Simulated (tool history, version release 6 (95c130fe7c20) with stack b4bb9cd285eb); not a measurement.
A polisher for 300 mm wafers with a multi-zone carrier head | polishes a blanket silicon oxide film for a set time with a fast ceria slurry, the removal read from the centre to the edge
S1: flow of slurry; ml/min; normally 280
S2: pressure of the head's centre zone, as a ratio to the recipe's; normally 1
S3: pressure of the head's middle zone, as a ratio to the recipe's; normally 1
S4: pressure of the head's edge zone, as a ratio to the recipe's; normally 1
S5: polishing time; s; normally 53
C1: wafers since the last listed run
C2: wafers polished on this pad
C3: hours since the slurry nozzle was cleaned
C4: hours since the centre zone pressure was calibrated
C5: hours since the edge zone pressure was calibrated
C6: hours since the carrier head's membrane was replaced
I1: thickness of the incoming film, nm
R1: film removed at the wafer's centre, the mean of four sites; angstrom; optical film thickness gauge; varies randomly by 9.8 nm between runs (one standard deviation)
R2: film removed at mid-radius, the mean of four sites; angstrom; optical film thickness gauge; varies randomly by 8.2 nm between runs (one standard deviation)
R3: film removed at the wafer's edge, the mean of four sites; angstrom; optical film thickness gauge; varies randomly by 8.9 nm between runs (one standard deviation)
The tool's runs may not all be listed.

run    hour   S1    S2    S3    S4  S5    C1    C2     C3     C4     C5      C6      I1    R1    R2    R3
  1       0  280     1     1     1  53     0  4926  318.3  291.9  329.5   542.3  3957.4  6567  6564  6740
  2    87.5  280     1     1     1  53   992  5919  405.8  379.4    417   629.8    3956  6478  6297  6566
      147.7  -- worn pad replaced by a new one
  3   170.3  260  1.07     1     1  53   893   256  488.6  462.2  499.8   712.6  4061.2  6758  6075  6469
  4   227.9  280     1     1     1  53   653   910  546.2  519.8  557.4   770.2  4055.3  6198  6130  6649
  5     286  280     1     1     1  53   659  1569  604.3  577.9  615.5   828.3  4038.1  6054  6117  6504
      328.8  -- edge zone pressure recalibrated
      360.2  -- centre zone pressure recalibrated
  6   375.4  280     1     1     1  53   968  2537  693.7   15.2   46.6   917.7  3935.2  6042  5831  6345
      379.1  -- slurry nozzle cleaned
  7     459  280     1     1     1  53   936  3474   79.9   98.8  130.2  1001.3  3969.7  6842  6694  6859
  8   553.8  280     1     1     1  53  1075  4549  174.7  193.6    225  1096.1  4061.3  6648  6611  6822
  9   619.5  280     1     1  1.09  53   745  5295  240.4  259.3  290.7  1161.8  4056.1  6682  6487  7096
      684.4  -- worn pad replaced by a new one
 10   704.1  280  1.06     1     1  69   914   223    325  343.9  375.3  1246.4  3992.2  8980  8298  8663
      711.6  -- carrier head's membrane replaced by a new one
 11   801.7  280     1     1     1  53  1050  1273  422.6  441.5  472.9    90.1  3996.9  6553  6341  6530
 12   841.8  280     1  1.08  0.94  53   454  1728  462.7  481.6    513   130.2  4012.4  6369  6697  6574
      878.4  -- edge zone pressure recalibrated
 13   880.1  280  0.93  0.95     1  53   411  2140    501  519.9    1.7   168.5  4022.9  5728  6103  6504
 14   972.2  280     1  1.07  1.04  45  1044  3185  593.1    612   93.8   260.6  4040.9  5314  5443  5638
     1070.8  -- centre zone pressure recalibrated
 15  1073.7  220     1     1     1  38  1128  4313  694.6    2.9  195.3   362.1  4028.7  3867  3983  4276
     1130.3  -- slurry nozzle cleaned
 16  1146.2  195     1     1     1  53   811  5124   15.9   75.4  267.8   434.6    3932  6476  6232  6646
 17  1240.9  280     1     1     1  53  1074  6198  110.6  170.1  362.5   529.3  4057.9  6897  6565  6982
 18  1342.4  230  1.09  1.12     1  53  1151  7350  212.1  271.6    464   630.8  3994.5  7062  7009  6691
     1395.6  -- worn pad replaced by a new one
 19  1491.4  280     1     1  0.89  60  1644  1086  361.1  420.6    613   779.8  4008.9  7530  7174  7167
     1541.7  -- edge zone pressure recalibrated
     1599.6  -- centre zone pressure recalibrated
 20  1653.2  280  0.96     1     1  36  1789  2876  522.9   53.6  111.5   941.6    3929  4237  4311  4473
 21  1717.9  315     1     1     1  39   733  3610  587.6  118.3  176.2  1006.3  4001.7  4834  4683  4933
 22  1795.5  280     1     1  1.12  35   880  4490  665.2  195.9  253.8  1083.9  3904.3  4114  4085  4538

Below are 4 alternative next runs, each starting from the tool's condition after run 22. Predict each:
  A  1795.9  280  0.92     1     1  53   4  4495  665.6  196.3  254.2  1084.3  4000.3   ?   ?   ?
  B  1795.9  280     1  0.92     1  53   4  4495  665.6  196.3  254.2  1084.3  4000.3   ?   ?   ?
  C  1795.9  280  1.12  0.88  0.93  53   4  4495  665.6  196.3  254.2  1084.3  4000.3   ?   ?   ?
  D  1795.9  280     1  1.12     1  65   4  4495  665.6  196.3  254.2  1084.3  4000.3   ?   ?   ?

run    R1    R2    R3
  A  5749  6048  6554
  B  6250  5692  6560
  C  7004  5513  6341
  D  7675  8064  8027
With the hidden condition removed and each run's random variation left untouched, the same runs would have given:
run    R1    R2    R3
  A  6389  6648  7029
  B  6946  6257  7035
  C  7784  6059  6800
  D  8529  8864  8608
